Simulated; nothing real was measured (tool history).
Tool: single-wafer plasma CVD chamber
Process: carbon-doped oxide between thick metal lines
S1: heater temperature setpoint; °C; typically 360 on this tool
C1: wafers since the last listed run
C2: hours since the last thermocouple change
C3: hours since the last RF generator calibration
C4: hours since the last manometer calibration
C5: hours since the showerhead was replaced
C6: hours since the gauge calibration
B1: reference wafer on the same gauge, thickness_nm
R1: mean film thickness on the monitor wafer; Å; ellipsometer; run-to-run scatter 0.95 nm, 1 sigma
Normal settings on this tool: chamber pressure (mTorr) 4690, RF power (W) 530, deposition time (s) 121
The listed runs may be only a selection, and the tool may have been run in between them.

Run 1, hour 0.0: usual settings but chamber pressure (mTorr) 4960; C1 0; C2 1301.9; C3 2010.6; C4 1641.7; C5 3635.9; C6 209.2; B1 647.787. Result: R1 6374.99 Å.
Run 2, hour 16.4: usual settings; C1 168; C2 1318.3; C3 2027.0; C4 1658.1; C5 3652.3; C6 225.6; B1 647.784. Result: R1 6295.98 Å.
Run 3, hour 69.0: usual settings; C1 541; C2 1370.9; C3 2079.6; C4 1710.7; C5 3704.9; C6 278.2; B1 648.006. Result: R1 6311.71 Å.
Run 4, hour 85.8: usual settings; C1 172; C2 1387.7; C3 2096.4; C4 1727.5; C5 3721.7; C6 295.0; B1 647.908. Result: R1 6296.07 Å.
At hour 105.6: thermocouple changed; heater temperature recalibrated.
Run 5, hour 106.1: usual settings; C1 126; C2 0.5; C3 2116.7; C4 1747.8; C5 3742.0; C6 315.3; B1 647.493. Result: R1 6242.51 Å.
Run 6, hour 106.4: usual settings but RF power (W) 560; C1 3; C2 0.8; C3 2117.0; C4 1748.1; C5 3742.3; C6 315.6; B1 647.938. Result: R1 6518.34 Å.
At hour 120.8: capacitance manometer re-zeroed and calibrated.
Run 7, hour 122.6: usual settings but RF power (W) 560; C1 84; C2 17.0; C3 2133.2; C4 1.8; C5 3758.5; C6 331.8; B1 647.887. Result: R1 6640.27 Å.
Run 8, hour 135.4: usual settings but RF power (W) 560; C1 131; C2 29.8; C3 2146.0; C4 14.6; C5 3771.3; C6 344.6; B1 647.776. Result: R1 6647.38 Å.
Run 9, hour 150.3: usual settings but S1 348 °C, chamber pressure (mTorr) 5620; C1 153; C2 44.7; C3 2160.9; C4 29.5; C5 3786.2; C6 359.5; B1 648.200. Result: R1 6731.44 Å.
At hour 163.1: gauge calibrated.
Run 10, hour 166.8: usual settings but chamber pressure (mTorr) 4280, deposition time (s) 139; C1 169; C2 61.2; C3 2177.4; C4 46.0; C5 3802.7; C6 3.7; B1 647.698. Result: R1 7213.29 Å.
Run 11, hour 183.3: usual settings but S1 366 °C, RF power (W) 605; C1 169; C2 77.7; C3 2193.9; C4 62.5; C5 3819.2; C6 20.2; B1 647.594. Result: R1 6984.29 Å.
At hour 197.2: showerhead replaced.
Run 12, hour 200.4: usual settings but S1 348 °C; C1 93; C2 94.8; C3 2211.0; C4 79.6; C5 3.2; C6 37.3; B1 647.759. Result: R1 6529.22 Å.
Run 13, hour 217.4: usual settings; C1 175; C2 111.8; C3 2228.0; C4 96.6; C5 20.2; C6 54.3; B1 647.912. Result: R1 6373.59 Å.
Run 14, hour 229.2: usual settings but S1 353 °C, RF power (W) 460; C1 121; C2 123.6; C3 2239.8; C4 108.4; C5 32.0; C6 66.1; B1 648.221. Result: R1 5704.79 Å.
Run 15, hour 245.2: usual settings but S1 374 °C, chamber pressure (mTorr) 5090, RF power (W) 450; C1 164; C2 139.6; C3 2255.8; C4 124.4; C5 48.0; C6 82.1; B1 647.824. Result: R1 5381.58 Å.

Forecast run 16:
Run 16, hour 257.9: usual settings but S1 345 °C, deposition time (s) 139; C1 130; C2 152.3; C3 2268.5; C4 137.1; C5 60.7; C6 94.8; B1 ?. Result: R1 ?.

{"run 16": {"B1": 647.999, "R1": 7600.68}}
Had the tool carried no hidden state, the very same run would have given R1 7539.15 Å.
